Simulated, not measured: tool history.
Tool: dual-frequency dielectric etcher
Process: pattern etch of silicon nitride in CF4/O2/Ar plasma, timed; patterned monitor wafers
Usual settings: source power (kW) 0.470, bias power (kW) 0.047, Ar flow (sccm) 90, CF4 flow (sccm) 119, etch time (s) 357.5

run	day	source power (kW)	bias power (kW)	Ar flow (sccm)	CF4 flow (sccm)	etch time (s)	wafers since the last listed run	hours since the last wet clean	hours since the last source power generator calibration	hours since the last bias power generator calibration	hours since the last Ar flow controller change	hours since the last CF4 flow controller change	hours since the last upper electrode change	hours since the gauge calibration	read-back reference wafer on the same gauge, depth_nm	mean etch depth across the wafer (nm)
1	0.000	0.470	0.047	90	119	357.5	0	222.6	2032.7	3988.3	4500.7	2956.8	2928.6	54.8	666.9	735.4
2	0.783	0.430	0.047	90	119	357.5	85	241.4	2051.5	4007.1	4519.5	2975.6	2947.4	73.6	666.4	697.8
3	1.550	0.430	0.047	90	119	357.5	84	259.8	2069.9	4025.5	4537.9	2994.0	2965.8	92.0	666.5	694.2
4	2.750	0.470	0.047	90	119	357.5	131	288.6	2098.7	4054.3	4566.7	3022.8	2994.6	120.8	667.1	741.1
5	3.904	0.470	0.047	90	108	357.5	126	316.3	2126.4	4082.0	4594.4	3050.5	3022.3	148.5	665.6	742.5
6	4.904	0.470	0.047	90	108	357.5	109	340.3	2150.4	4106.0	4618.4	3074.5	3046.3	172.5	665.4	737.3
7	6.267	0.470	0.047	90	119	357.5	149	373.0	2183.1	4138.7	4651.1	3107.2	3079.0	205.2	666.1	749.2
8	7.117	0.470	0.047	90	119	357.5	93	393.4	2203.5	4159.1	4671.5	3127.6	3099.4	225.6	666.5	745.2
# day 8.333: source power generator calibrated
9	8.354	0.470	0.047	90	119	357.5	117	423.1	0.5	4188.8	4701.2	3157.3	3129.1	255.3	666.3	749.6
# day 9.579: upper electrode replaced
10	9.600	0.470	0.047	97	119	448.5	26	453.0	30.4	4218.7	4731.1	3187.2	0.5	285.2	665.2	938.2
# day 10.162: CF4 flow controller replaced
11	10.550	0.470	0.044	75	119	260.0	76	475.8	53.2	4241.5	4753.9	9.3	23.3	308.0	666.2	544.8
# day 11.792: Ar flow controller replaced
12	11.812	0.370	0.047	90	97	357.5	111	506.1	83.5	4271.8	0.5	39.6	53.6	338.3	666.3	627.4
# day 12.308: gauge calibrated
13	13.112	0.510	0.044	109	119	258.0	142	537.3	114.7	4303.0	31.7	70.8	84.8	19.3	666.5	555.9
# day 14.267: wet clean of the chamber
14	14.504	0.470	0.047	111	119	449.0	42	5.7	148.1	4336.4	65.1	104.2	118.2	52.7	666.0	881.8
# day 14.938: bias power generator calibrated
15	15.038	0.430	0.041	90	146	320.0	40	18.5	160.9	2.4	77.9	117.0	131.0	65.5	665.6	596.3
16	15.542	0.470	0.047	90	119	357.5	55	30.6	173.0	14.5	90.0	129.1	143.1	77.6	665.7	722.2
17	17.629	0.470	0.047	90	119	416.0	229	80.7	223.1	64.6	140.1	179.2	193.2	127.7	666.1	850.6
18	18.933	0.470	0.047	90	119	320.0	143	112.0	254.4	95.9	171.4	210.5	224.5	159.0	666.5	651.8

How the hidden state differs across the entries between the runs, from the last listed run before each to the first after it:
Between runs 8 and 9: source power generator calibrated (day 8.333)
  etch rate over this chamber's usual, %: 3.12 -> 3.38
  measured less the result without the state, mean etch depth across the wafer (nm): +22.6 -> +24.5
Between runs 9 and 10: upper electrode replaced (day 9.579)
  etch rate over this chamber's usual, %: 3.38 -> 3.63
  measured less the result without the state, mean etch depth across the wafer (nm): +24.5 -> +32.9
Between runs 10 and 11: CF4 flow controller replaced (day 10.162)
  etch rate over this chamber's usual, %: 3.63 -> 3.83
  measured less the result without the state, mean etch depth across the wafer (nm): +32.9 -> +20.1
Between runs 11 and 12: Ar flow controller replaced (day 11.792)
  etch rate over this chamber's usual, %: 3.83 -> 4.09
  measured less the result without the state, mean etch depth across the wafer (nm): +20.1 -> +24.7
Between runs 12 and 13: gauge calibrated (day 12.308)
  etch rate over this chamber's usual, %: 4.09 -> 4.36
  measured less the result without the state, mean etch depth across the wafer (nm): +24.7 -> +23.2
Between runs 13 and 14: wet clean of the chamber (day 14.267)
  etch rate over this chamber's usual, %: 4.36 -> -0.534
  measured less the result without the state, mean etch depth across the wafer (nm): +23.2 -> -4.7
Between runs 14 and 15: bias power generator calibrated (day 14.938)
  etch rate over this chamber's usual, %: -0.534 -> -0.425
  measured less the result without the state, mean etch depth across the wafer (nm): -4.7 -> -2.5
